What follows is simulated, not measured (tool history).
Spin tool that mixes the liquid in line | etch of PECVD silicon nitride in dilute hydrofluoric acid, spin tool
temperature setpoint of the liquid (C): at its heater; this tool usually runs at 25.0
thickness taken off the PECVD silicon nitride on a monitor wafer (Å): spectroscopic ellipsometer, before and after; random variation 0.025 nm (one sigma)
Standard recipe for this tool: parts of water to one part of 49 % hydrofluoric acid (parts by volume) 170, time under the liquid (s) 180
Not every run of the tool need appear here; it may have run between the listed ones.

run	day	temperature setpoint of the liquid (C)	parts of water to one part of 49 % hydrofluoric acid (parts by volume)	time under the liquid (s)	read-back film thickness of the PECVD silicon nitride reference wafer, read on the same gauge (nm)	thickness taken off the PECVD silicon nitride on a monitor wafer (Å)
1	0.000	25.0	170	145	139.976	16.64
2	0.654	25.0	170	180	140.004	20.34
3	1.062	25.0	170	180	139.971	20.77
4	1.425	25.0	170	180	139.963	20.47
5	2.096	28.5	170	180	139.949	25.61
6	2.546	28.5	170	180	139.964	25.92
7	2.871	25.0	170	180	139.973	20.69
8	3.292	25.0	170	180	139.993	20.66
9	3.754	25.0	170	180	140.053	20.57
10	4.383	25.0	170	180	139.961	20.69
11	4.638	25.0	170	180	139.978	21.15
12	5.146	25.0	195	180	140.001	18.28
# day 5.358: hydrofluoric acid flow meter replaced
13	5.821	25.0	170	220	140.027	25.58
14	6.496	25.0	170	180	139.996	20.51
15	6.954	25.0	170	180	140.022	21.06
# day 8.371: gauge calibrated
16	8.617	25.0	240	180	140.016	14.61
17	8.933	27.5	110	245	139.973	51.00
18	9.529	27.0	170	180	139.995	23.62
19	9.962	22.5	225	115	139.979	8.64
20	10.429	25.0	170	180	140.020	21.03
21	10.692	22.5	115	250	139.972	35.46
22	11.088	25.0	210	75	139.988	6.99
23	11.662	25.0	210	280	140.012	26.39
# day 11.758: thermometer replaced
24	12.033	25.0	170	180	139.988	20.61
25	12.500	25.0	170	180	139.964	20.71
26	13.121	25.0	170	180	139.979	20.74
27	13.554	25.0	170	180	140.001	20.90
28	14.296	21.5	170	280	139.973	26.12
29	14.812	25.0	125	180	140.013	28.59
30	15.125	23.0	145	260	139.947	31.60
31	15.392	20.5	135	180	139.991	19.42
32	15.696	25.0	130	180	140.015	26.44
33	15.950	20.5	135	180	140.007	19.03

Predict each of these 3 candidate next runs independently; none follows another, all start after run 33:
A	15.971	25.0	170	180	?	?
B	15.971	27.5	230	240	?	?
C	15.971	25.0	170	225	?	?

run	read-back film thickness of the PECVD silicon nitride reference wafer, read on the same gauge (nm)	thickness taken off the PECVD silicon nitride on a monitor wafer (Å)
A	139.997	20.74
B	139.997	23.85
C	139.997	25.92
The same runs, with their run-to-run variation unchanged, on a tool lacking any hidden condition would have given:
run	thickness taken off the PECVD silicon nitride on a monitor wafer (Å)
A	20.74
B	23.85
C	25.92
